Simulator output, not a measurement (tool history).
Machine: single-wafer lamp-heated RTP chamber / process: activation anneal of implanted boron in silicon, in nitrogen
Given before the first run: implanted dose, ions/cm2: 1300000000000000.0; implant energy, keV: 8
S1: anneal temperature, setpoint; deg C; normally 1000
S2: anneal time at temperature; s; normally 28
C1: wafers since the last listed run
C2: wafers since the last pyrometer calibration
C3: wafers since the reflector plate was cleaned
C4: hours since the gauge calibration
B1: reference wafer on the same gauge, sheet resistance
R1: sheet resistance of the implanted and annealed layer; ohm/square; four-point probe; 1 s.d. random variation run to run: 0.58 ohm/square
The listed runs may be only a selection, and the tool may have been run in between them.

| run | day | S1 | S2 | C1 | C2 | C3 | C4 | B1 | R1 |
|---|---|---|---|---|---|---|---|---|---|
| 1 | 0 | 1000 | 20 | 0 | 2340 | 5075 | 526.4 | 108 | 120.48 |
| 2 | 1.233 | 1000 | 20 | 326 | 2666 | 5402 | 556 | 107.96 | 120.68 |
| 3 | 2.229 | 1000 | 28 | 263 | 2930 | 5666 | 579.9 | 108.06 | 118.2 |
| 4 | 3.704 | 1000 | 28 | 390 | 3321 | 6057 | 615.3 | 108.05 | 117.68 |
|  | 4.45 | pyrometer window cleaned and pyrometer calibrated |
| 5 | 4.579 | 1000 | 28 | 143 | 34 | 6201 | 636.3 | 108.09 | 118.51 |
| 6 | 5.567 | 1013 | 28 | 261 | 296 | 6462 | 660 | 107.95 | 111.91 |
| 7 | 6.867 | 1007 | 28 | 344 | 640 | 6807 | 691.2 | 108.02 | 115.87 |
| 8 | 7.525 | 1007 | 28 | 174 | 815 | 6982 | 707 | 107.93 | 115.3 |
| 9 | 8.592 | 1007 | 28 | 282 | 1098 | 7264 | 732.6 | 107.99 | 115.75 |
| 10 | 9.275 | 993 | 28 | 181 | 1279 | 7445 | 749 | 108.04 | 121.24 |
| 11 | 10.204 | 993 | 28 | 246 | 1525 | 7692 | 771.3 | 107.93 | 121.33 |
|  | 11.221 | reflector plate cleaned |
| 12 | 11.242 | 993 | 28 | 186 | 1712 | 6 | 796.2 | 107.98 | 122.66 |
| 13 | 11.488 | 1000 | 28 | 65 | 1777 | 71 | 802.1 | 108.01 | 120.89 |
|  | 13.038 | gauge calibrated |
| 14 | 15.475 | 980 | 16 | 1056 | 2834 | 1128 | 58.5 | 107.95 | 136.47 |
|  | 17.017 | pyrometer window cleaned and pyrometer calibrated |
| 15 | 17.038 | 1000 | 40 | 325 | 5 | 1453 | 96 | 107.96 | 116.69 |
| 16 | 21.183 | 1000 | 28 | 1098 | 1104 | 2552 | 195.5 | 107.93 | 118.23 |
| 17 | 21.704 | 1000 | 20 | 138 | 1242 | 2690 | 208 | 108.08 | 120.63 |
| 18 | 22.996 | 1007 | 28 | 342 | 1584 | 3033 | 239 | 108.03 | 115.69 |
| 19 | 24.458 | 1028 | 28 | 387 | 1972 | 3420 | 274.1 | 108.09 | 107.73 |
| 20 | 25.162 | 987 | 16 | 186 | 2159 | 3607 | 291 | 107.97 | 130.54 |
| 21 | 26.175 | 1009 | 28 | 268 | 2427 | 3875 | 315.3 | 107.96 | 115.23 |
| 22 | 27.658 | 1000 | 34 | 393 | 2820 | 4269 | 350.9 | 108.05 | 117.41 |
| 23 | 28.638 | 1017 | 28 | 259 | 3080 | 4528 | 374.4 | 107.94 | 111.12 |
| 24 | 29.383 | 1000 | 28 | 197 | 3277 | 4726 | 392.3 | 107.9 | 118.72 |
| 25 | 30.104 | 1020 | 38 | 191 | 3468 | 4917 | 409.6 | 107.95 | 108.55 |
|  | 31.275 | pyrometer window cleaned and pyrometer calibrated |
| 26 | 31.333 | 974 | 28 | 237 | 14 | 5154 | 439.1 | 108.13 | 130.94 |
| 27 | 32.254 | 1020 | 22 | 244 | 259 | 5398 | 461.2 | 107.97 | 110.96 |

Entry by entry between the runs, the difference in hidden state between the last listed run before and the first listed run after:
Between runs 4 and 5: pyrometer window cleaned and pyrometer calibrated (day 4.45)
  wafer temperature error from the tarnished reflector plate, K: 5.88 -> 5.95
  the result without the hidden state subtracted from the measured one, R1: -2.4 -> -2.45 ohm/square
Between runs 11 and 12: reflector plate cleaned (day 11.221)
  wafer temperature error from the tarnished reflector plate, K: 6.25 -> 1.08
  the result without the hidden state subtracted from the measured one, R1: -2.92 -> -0.53 ohm/square
Between runs 13 and 14: gauge calibrated (day 13.038)
  wafer temperature error from the tarnished reflector plate, K: 1.22 -> 3.1
  the result without the hidden state subtracted from the measured one, R1: -0.52 -> -2.55 ohm/square
Between runs 14 and 15: pyrometer window cleaned and pyrometer calibrated (day 17.017)
  wafer temperature error from the tarnished reflector plate, K: 3.1 -> 3.68
  the result without the hidden state subtracted from the measured one, R1: -2.55 -> -1.58 ohm/square
Between runs 25 and 26: pyrometer window cleaned and pyrometer calibrated (day 31.275)
  wafer temperature error from the tarnished reflector plate, K: 6.35 -> 6.47
  the result without the hidden state subtracted from the measured one, R1: -2.9 -> -5.03 ohm/square

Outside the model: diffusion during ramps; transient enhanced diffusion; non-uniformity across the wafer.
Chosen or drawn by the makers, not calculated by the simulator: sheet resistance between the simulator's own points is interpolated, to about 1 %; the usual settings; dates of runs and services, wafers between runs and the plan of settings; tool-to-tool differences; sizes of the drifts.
